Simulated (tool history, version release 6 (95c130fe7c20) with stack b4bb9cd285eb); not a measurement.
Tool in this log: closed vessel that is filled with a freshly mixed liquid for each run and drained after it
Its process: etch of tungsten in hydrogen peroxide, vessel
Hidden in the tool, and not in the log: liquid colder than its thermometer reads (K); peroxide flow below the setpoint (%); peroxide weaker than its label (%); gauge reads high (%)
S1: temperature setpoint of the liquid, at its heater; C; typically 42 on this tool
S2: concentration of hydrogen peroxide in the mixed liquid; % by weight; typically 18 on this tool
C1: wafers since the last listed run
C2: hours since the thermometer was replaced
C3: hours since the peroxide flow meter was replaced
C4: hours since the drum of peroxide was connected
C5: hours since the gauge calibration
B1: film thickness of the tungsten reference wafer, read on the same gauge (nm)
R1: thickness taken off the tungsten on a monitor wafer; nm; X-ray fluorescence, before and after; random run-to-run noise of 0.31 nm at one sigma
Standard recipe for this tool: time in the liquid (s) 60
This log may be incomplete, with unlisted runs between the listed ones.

run 1 hour=0 | S1=42 S2=18 time_in_the_liquid_(s)=60 | C1=0 C2=2294.5 C3=631.3 C4=437.9 C5=1551.3 | B1=121.13 | R1=92.14
run 2 hour=39.1 | S1=42 S2=18 time_in_the_liquid_(s)=60 | C1=2815 C2=2333.6 C3=670.4 C4=477 C5=1590.4 | B1=121.23 | R1=93.51
run 3 hour=73.7 | S1=42 S2=18 time_in_the_liquid_(s)=60 | C1=2491 C2=2368.2 C3=705 C4=511.6 C5=1625 | B1=121.36 | R1=93.07
run 4 hour=111.4 | S1=42 S2=18 time_in_the_liquid_(s)=55 | C1=2714 C2=2405.9 C3=742.7 C4=549.3 C5=1662.7 | B1=121.43 | R1=85.43
-- hour=138.1 peroxide flow meter replaced
-- hour=158.2 thermometer replaced
run 5 hour=172.4 | S1=42 S2=18 time_in_the_liquid_(s)=55 | C1=4248 C2=14.2 C3=34.3 C4=610.3 C5=1723.7 | B1=121.56 | R1=85.49
-- hour=175.3 gauge calibrated
run 6 hour=228.2 | S1=47 S2=18 time_in_the_liquid_(s)=60 | C1=4017 C2=70 C3=90.1 C4=666.1 C5=52.9 | B1=119.82 | R1=125.75
-- hour=261 new drum of peroxide connected
run 7 hour=294.9 | S1=47 S2=18 time_in_the_liquid_(s)=60 | C1=4730 C2=136.7 C3=156.8 C4=33.9 C5=119.6 | B1=119.81 | R1=125.66
run 8 hour=363.5 | S1=42 S2=18 time_in_the_liquid_(s)=60 | C1=4939 C2=205.3 C3=225.4 C4=102.5 C5=188.2 | B1=119.85 | R1=91.47
run 9 hour=422.2 | S1=42 S2=18 time_in_the_liquid_(s)=60 | C1=4226 C2=264 C3=284.1 C4=161.2 C5=246.9 | B1=119.84 | R1=91.49
run 10 hour=487.2 | S1=42 S2=18 time_in_the_liquid_(s)=60 | C1=4680 C2=329 C3=349.1 C4=226.2 C5=311.9 | B1=119.83 | R1=91.63
run 11 hour=550.2 | S1=42 S2=18 time_in_the_liquid_(s)=60 | C1=4536 C2=392 C3=412.1 C4=289.2 C5=374.9 | B1=119.9 | R1=91.77
run 12 hour=603.9 | S1=42 S2=18 time_in_the_liquid_(s)=60 | C1=3866 C2=445.7 C3=465.8 C4=342.9 C5=428.6 | B1=119.92 | R1=91.98
run 13 hour=675.6 | S1=44.5 S2=19.5 time_in_the_liquid_(s)=45 | C1=5162 C2=517.4 C3=537.5 C4=414.6 C5=500.3 | B1=119.97 | R1=83.39
run 14 hour=709.1 | S1=51 S2=14.5 time_in_the_liquid_(s)=45 | C1=2412 C2=550.9 C3=571 C4=448.1 C5=533.8 | B1=120 | R1=108.53
run 15 hour=746.6 | S1=45 S2=13.5 time_in_the_liquid_(s)=85 | C1=2700 C2=588.4 C3=608.5 C4=485.6 C5=571.3 | B1=120.01 | R1=136.06
run 16 hour=782.8 | S1=45.5 S2=18 time_in_the_liquid_(s)=45 | C1=2606 C2=624.6 C3=644.7 C4=521.8 C5=607.5 | B1=120.07 | R1=85.37
run 17 hour=832.9 | S1=42 S2=18 time_in_the_liquid_(s)=60 | C1=3607 C2=674.7 C3=694.8 C4=571.9 C5=657.6 | B1=120.07 | R1=92.3
run 18 hour=880 | S1=42 S2=18 time_in_the_liquid_(s)=90 | C1=3391 C2=721.8 C3=741.9 C4=619 C5=704.7 | B1=120.19 | R1=137.48
-- hour=910.5 peroxide flow meter replaced
run 19 hour=922.4 | S1=49.5 S2=14.5 time_in_the_liquid_(s)=40 | C1=2980 C2=764.2 C3=11.9 C4=661.4 C5=747.1 | B1=120.2 | R1=87.95
-- hour=1025.6 new drum of peroxide connected
run 20 hour=1138.3 | S1=37 S2=14 time_in_the_liquid_(s)=30 | C1=15473 C2=980.1 C3=227.8 C4=112.7 C5=963 | B1=120.49 | R1=29.28
run 21 hour=1194.2 | S1=50.5 S2=22 time_in_the_liquid_(s)=30 | C1=4024 C2=1036 C3=283.7 C4=168.6 C5=1018.9 | B1=120.5 | R1=86.59
run 22 hour=1253.8 | S1=42 S2=18 time_in_the_liquid_(s)=50 | C1=4291 C2=1095.6 C3=343.3 C4=228.2 C5=1078.5 | B1=120.61 | R1=77.18
run 23 hour=1323 | S1=42 S2=12.5 time_in_the_liquid_(s)=60 | C1=4982 C2=1164.8 C3=412.5 C4=297.4 C5=1147.7 | B1=120.73 | R1=76.84
run 24 hour=1388.6 | S1=42 S2=18 time_in_the_liquid_(s)=60 | C1=4723 C2=1230.4 C3=478.1 C4=363 C5=1213.3 | B1=120.85 | R1=91.9
run 25 hour=1459.8 | S1=42 S2=18 time_in_the_liquid_(s)=60 | C1=5126 C2=1301.6 C3=549.3 C4=434.2 C5=1284.5 | B1=120.93 | R1=92.55
run 26 hour=1503.6 | S1=47 S2=13.5 time_in_the_liquid_(s)=75 | C1=3153 C2=1345.4 C3=593.1 C4=478 C5=1328.3 | B1=121.09 | R1=137.38
run 27 hour=1537.4 | S1=42 S2=18 time_in_the_liquid_(s)=85 | C1=2433 C2=1379.2 C3=626.9 C4=511.8 C5=1362.1 | B1=121.06 | R1=131.08
run 28 hour=1601.7 | S1=42 S2=22.5 time_in_the_liquid_(s)=60 | C1=4629 C2=1443.5 C3=691.2 C4=576.1 C5=1426.4 | B1=121.23 | R1=104.19
-- hour=1630.6 peroxide flow meter replaced
run 29 hour=1635.4 | S1=33 S2=22 time_in_the_liquid_(s)=40 | C1=2354 C2=1477.2 C3=4.8 C4=609.8 C5=1460.1 | B1=121.33 | R1=37.6

State the hidden condition of the tool at each of the runs:
liquid colder than its thermometer reads (K): 0 across all the runs
peroxide flow below the setpoint (%): 0 across all the runs
peroxide weaker than its label (%): 0 across all the runs
H1: gauge reads high (%)
run=1 H1=0.967
run=2 H1=1.04
run=3 H1=1.11
run=4 H1=1.18
run=5 H1=1.3
run=6 H1=-0.169
run=7 H1=-0.162
run=8 H1=-0.15
run=9 H1=-0.135
run=10 H1=-0.113
run=11 H1=-0.0871
run=12 H1=-0.0613
run=13 H1=-0.0216
run=14 H1=-0.000936
run=15 H1=0.0238
run=16 H1=0.0492
run=17 H1=0.0871
run=18 H1=0.125
run=19 H1=0.162
run=20 H1=0.382
run=21 H1=0.448
run=22 H1=0.523
run=23 H1=0.615
run=24 H1=0.707
run=25 H1=0.813
run=26 H1=0.882
run=27 H1=0.936
run=28 H1=1.04
run=29 H1=1.1

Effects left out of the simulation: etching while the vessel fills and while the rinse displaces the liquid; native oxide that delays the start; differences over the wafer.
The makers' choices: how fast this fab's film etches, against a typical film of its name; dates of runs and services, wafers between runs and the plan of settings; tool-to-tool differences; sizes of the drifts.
